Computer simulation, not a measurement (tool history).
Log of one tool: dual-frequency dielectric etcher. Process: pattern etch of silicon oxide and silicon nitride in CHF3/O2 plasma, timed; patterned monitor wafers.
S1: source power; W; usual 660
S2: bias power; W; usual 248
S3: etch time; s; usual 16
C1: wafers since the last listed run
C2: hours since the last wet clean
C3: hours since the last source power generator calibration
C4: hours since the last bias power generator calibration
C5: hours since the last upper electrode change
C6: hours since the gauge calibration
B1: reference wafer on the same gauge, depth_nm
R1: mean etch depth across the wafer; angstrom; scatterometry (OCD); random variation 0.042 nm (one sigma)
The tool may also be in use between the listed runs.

| run | hour | S1 | S2 | S3 | C1 | C2 | C3 | C4 | C5 | C6 | B1 | R1 |
|---|---|---|---|---|---|---|---|---|---|---|---|---|
| 1 | 0 | 660 | 248 | 16 | 0 | 458.2 | 4177.5 | 1246.6 | 1885.8 | 74.3 | 28 | 287.9 |
| 2 | 6.9 | 660 | 248 | 16 | 121 | 465.1 | 4184.4 | 1253.5 | 1892.7 | 81.2 | 28 | 288.9 |
| 3 | 21.6 | 660 | 248 | 16 | 258 | 479.8 | 4199.1 | 1268.2 | 1907.4 | 95.9 | 27.99 | 288.6 |
| 4 | 30.7 | 660 | 248 | 16 | 160 | 488.9 | 4208.2 | 1277.3 | 1916.5 | 105 | 28 | 288.3 |
| 5 | 41.1 | 660 | 248 | 16 | 182 | 499.3 | 4218.6 | 1287.7 | 1926.9 | 115.4 | 27.99 | 288.4 |
| 6 | 48.7 | 660 | 248 | 16 | 133 | 506.9 | 4226.2 | 1295.3 | 1934.5 | 123 | 27.98 | 288.5 |
| 7 | 54.9 | 660 | 248 | 16 | 109 | 513.1 | 4232.4 | 1301.5 | 1940.7 | 129.2 | 27.99 | 289.1 |
| 8 | 62.5 | 660 | 248 | 16 | 133 | 520.7 | 4240 | 1309.1 | 1948.3 | 136.8 | 28 | 289.6 |
| 9 | 70.5 | 660 | 248 | 16 | 140 | 528.7 | 4248 | 1317.1 | 1956.3 | 144.8 | 28 | 289.5 |
| 10 | 78.5 | 660 | 248 | 16 | 140 | 536.7 | 4256 | 1325.1 | 1964.3 | 152.8 | 28 | 289 |
|  | 93.9 | source power generator calibrated |
|  | 104.4 | gauge calibrated |
|  | 114.6 | bias power generator calibrated |
|  | 115.8 | upper electrode replaced |
|  | 127.3 | wet clean of the chamber |
| 11 | 127.8 | 790 | 279 | 18.5 | 502 | 0.5 | 33.9 | 13.2 | 12 | 23.4 | 28.01 | 361.7 |
| 12 | 128.2 | 790 | 248 | 11.5 | 7 | 0.9 | 34.3 | 13.6 | 12.4 | 23.8 | 28.01 | 219.5 |
| 13 | 128.5 | 800 | 284 | 16 | 5 | 1.2 | 34.6 | 13.9 | 12.7 | 24.1 | 27.99 | 315.6 |
| 14 | 129.8 | 660 | 248 | 16 | 22 | 2.5 | 35.9 | 15.2 | 14 | 25.4 | 27.99 | 281.4 |
| 15 | 140.9 | 510 | 189 | 16 | 195 | 13.6 | 47 | 26.3 | 25.1 | 36.5 | 27.99 | 236.4 |
| 16 | 155.2 | 660 | 280 | 12 | 251 | 27.9 | 61.3 | 40.6 | 39.4 | 50.8 | 28 | 217 |
| 17 | 171.7 | 530 | 232 | 19.5 | 290 | 44.4 | 77.8 | 57.1 | 55.9 | 67.3 | 28 | 306.9 |
| 18 | 188.4 | 660 | 248 | 16 | 293 | 61.1 | 94.5 | 73.8 | 72.6 | 84 | 28.02 | 282.1 |

The tool's hidden state at each run:
source power that arrives over what is set, %: 0 in every run
bias power that arrives over what is set, %: 0 in every run
gauge reads high (%): 0 in every run
H1: etch rate over this chamber's usual, %
| run | H1 |
|---|---|
| 1 | 2.67 |
| 2 | 2.71 |
| 3 | 2.79 |
| 4 | 2.84 |
| 5 | 2.89 |
| 6 | 2.93 |
| 7 | 2.97 |
| 8 | 3.01 |
| 9 | 3.05 |
| 10 | 3.1 |
| 11 | 0.246 |
| 12 | 0.249 |
| 13 | 0.25 |
| 14 | 0.257 |
| 15 | 0.317 |
| 16 | 0.395 |
| 17 | 0.485 |
| 18 | 0.575 |
